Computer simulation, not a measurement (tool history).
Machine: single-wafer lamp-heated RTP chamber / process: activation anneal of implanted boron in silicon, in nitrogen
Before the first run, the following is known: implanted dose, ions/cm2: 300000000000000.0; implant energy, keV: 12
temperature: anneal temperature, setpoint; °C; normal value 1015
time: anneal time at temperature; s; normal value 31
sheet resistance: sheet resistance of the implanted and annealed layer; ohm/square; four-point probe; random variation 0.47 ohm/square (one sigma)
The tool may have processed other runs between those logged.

| run | hour | temperature | time | read-back reference wafer on the same gauge, sheet resistance | sheet resistance |
|---|---|---|---|---|---|
| 1 | 0 | 1032 | 31 | 299.65 | 311.96 |
|  | 22.9 | reflector plate cleaned |
| 2 | 23.4 | 1032 | 31 | 299.45 | 312.4 |
|  | 37.7 | pyrometer window cleaned and pyrometer calibrated |
| 3 | 38.2 | 1015 | 31 | 299.39 | 314.64 |
| 4 | 38.6 | 1015 | 31 | 299.44 | 313.81 |
| 5 | 48 | 1015 | 31 | 299.29 | 314.4 |
| 6 | 56.4 | 1015 | 31 | 299.21 | 314.7 |
| 7 | 66 | 1015 | 31 | 299.23 | 313.91 |
| 8 | 92.8 | 1015 | 20 | 299.12 | 315.24 |
| 9 | 107.4 | 1015 | 20 | 299.21 | 314.95 |
| 10 | 122.8 | 1015 | 20 | 299.2 | 315.14 |
| 11 | 134.3 | 1015 | 41 | 298.96 | 312.98 |
| 12 | 151.4 | 1033 | 31 | 298.75 | 312.48 |
| 13 | 165.7 | 1033 | 31 | 298.76 | 310.81 |
| 14 | 176 | 1033 | 31 | 298.85 | 311.61 |
| 15 | 187.3 | 1015 | 22 | 298.74 | 315.16 |
| 16 | 194.8 | 1015 | 31 | 298.63 | 313.58 |
| 17 | 209.4 | 1023 | 31 | 298.6 | 312.83 |
| 18 | 223.4 | 997 | 13 | 298.63 | 320.33 |
| 19 | 231.9 | 1015 | 31 | 298.56 | 313.44 |

Run 20 has not been measured yet. What should we expect?
| 20 | 245.9 | 992 | 23 | ? | ? |

For run 20 the tool returned read-back reference wafer on the same gauge, sheet resistance 298.5, sheet resistance 319.76 ohm/square.
With no hidden state in the tool, this same run would have given sheet resistance 321.38 ohm/square.
